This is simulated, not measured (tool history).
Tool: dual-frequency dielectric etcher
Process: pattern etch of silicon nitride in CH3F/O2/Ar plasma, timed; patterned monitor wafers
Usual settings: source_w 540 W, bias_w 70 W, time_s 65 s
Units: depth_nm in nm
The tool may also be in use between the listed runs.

run	hour	source_w	bias_w	time_s	wafers since the last listed run	hours since the last wet clean	hours since the last source power generator calibration	hours since the last bias power generator calibration	hours since the last upper electrode change	hours since the gauge calibration	read-back reference wafer on the same gauge, depth_nm	depth_nm
1	0	540	70	65	0	331.7	1900.6	1163	4093.5	203.3	62.7	53
2	21.9	540	70	73.5	241	353.6	1922.5	1184.9	4115.4	225.2	62.7	59.9
3	39.3	540	70	73.5	191	371	1939.9	1202.3	4132.8	242.6	62.7	59.9
4	61.8	540	70	73.5	247	393.5	1962.4	1224.8	4155.3	265.1	62.6	59.9
5	86.8	540	70	65	275	418.5	1987.4	1249.8	4180.3	290.1	62.8	53
6	105	540	70	65	200	436.7	2005.6	1268	4198.5	308.3	62.7	52.9
7	139.2	540	70	65	376	470.9	2039.8	1302.2	4232.7	342.5	62.7	52.8
8	160.6	540	70	65	235	492.3	2061.2	1323.6	4254.1	363.9	62.7	52.7
# hour 190.7: wet clean of the chamber
9	191.2	540	70	65	72	0.5	2091.8	1354.2	4284.7	394.5	62.7	53.7
10	210.2	540	70	65	209	19.5	2110.8	1373.2	4303.7	413.5	62.7	53.7
# hour 216.5: source power generator calibrated
11	240.9	540	70	65	294	50.2	24.4	1403.9	4334.4	444.2	62.7	52.6
12	273.5	540	70	65	359	82.8	57	1436.5	4367	476.8	62.7	52.5
13	303.5	540	70	65	330	112.8	87	1466.5	4397	506.8	62.6	52.5
# hour 309.7: gauge calibrated
14	325.6	610	70	79.5	243	134.9	109.1	1488.6	4419.1	15.9	62.7	67.2
15	360.2	620	88	79	381	169.5	143.7	1523.2	4453.7	50.5	62.7	72.1
16	394.2	670	61	70.5	374	203.5	177.7	1557.2	4487.7	84.5	62.7	59.6
17	419.4	440	54	65	277	228.7	202.9	1582.4	4512.9	109.7	62.7	45.2
18	438.1	650	81	46.5	205	247.4	221.6	1601.1	4531.6	128.4	62.7	42
19	459.6	470	57	74.5	236	268.9	243.1	1622.6	4553.1	149.9	62.7	53.8
# hour 485: bias power generator calibrated
20	485.5	540	79	65	241	294.8	269	0.5	4579	175.8	62.7	54.3
21	496.9	540	70	65	125	306.2	280.4	11.9	4590.4	187.2	62.7	52.5
22	513.7	610	87	51	185	323	297.2	28.7	4607.2	204	62.7	46.1
23	532.3	670	78	49.5	204	341.6	315.8	47.3	4625.8	222.6	62.7	44.8
# hour 559.6: upper electrode replaced
24	560.1	640	75	78	41	369.4	343.6	75.1	0.5	250.4	62.7	68.4
25	585.6	640	83	65	280	394.9	369.1	100.6	26	275.9	62.7	58.8
26	612.6	660	64	65	297	421.9	396.1	127.6	53	302.9	62.7	55
27	630.2	540	70	65	193	439.5	413.7	145.2	70.6	320.5	62.6	52.3
28	662	540	70	65	350	471.3	445.5	177	102.4	352.3	62.7	52.4
29	696	540	77	47.5	374	505.3	479.5	211	136.4	386.3	62.8	39.3
30	729.2	650	70	65	365	538.5	512.7	244.2	169.6	419.5	62.7	56.3
31	749.7	460	70	55.5	225	559	533.2	264.7	190.1	440	62.7	42

Some steps in depth_nm between neighbouring runs. How much of each would the tool show without its hidden state too (settings, what came in, random variation), and how much is left for the hidden state, with any gauge scatter that isn't in both results?
The hidden state here: etch rate over this chamber's usual, %; source power that arrives over what is set, %; bias power that arrives over what is set, %; gauge reads high (%).
Run 4 -> 5: time_s 73.5 -> 65. depth_nm -6.9 nm: hidden state -0.1, all else -6.8.
Run 8 -> 9: wet clean of the chamber. depth_nm +1 nm: hidden state +0.9, all else +0.1.
Run 10 -> 11: source power generator calibrated. depth_nm -1.1 nm: hidden state -1.1, all else +0.
Run 13 -> 14: source_w 540 -> 610, time_s 65 -> 79.5, gauge calibrated. depth_nm +14.7 nm: hidden state +0, all else +14.7.
Run 23 -> 24: source_w 670 -> 640, bias_w 78 -> 75, time_s 49.5 -> 78, upper electrode replaced. depth_nm +23.6 nm: hidden state +0, all else +23.6.
Run 29 -> 30: source_w 540 -> 650, bias_w 77 -> 70, time_s 47.5 -> 65. depth_nm +17 nm: hidden state -0.1, all else +17.1.
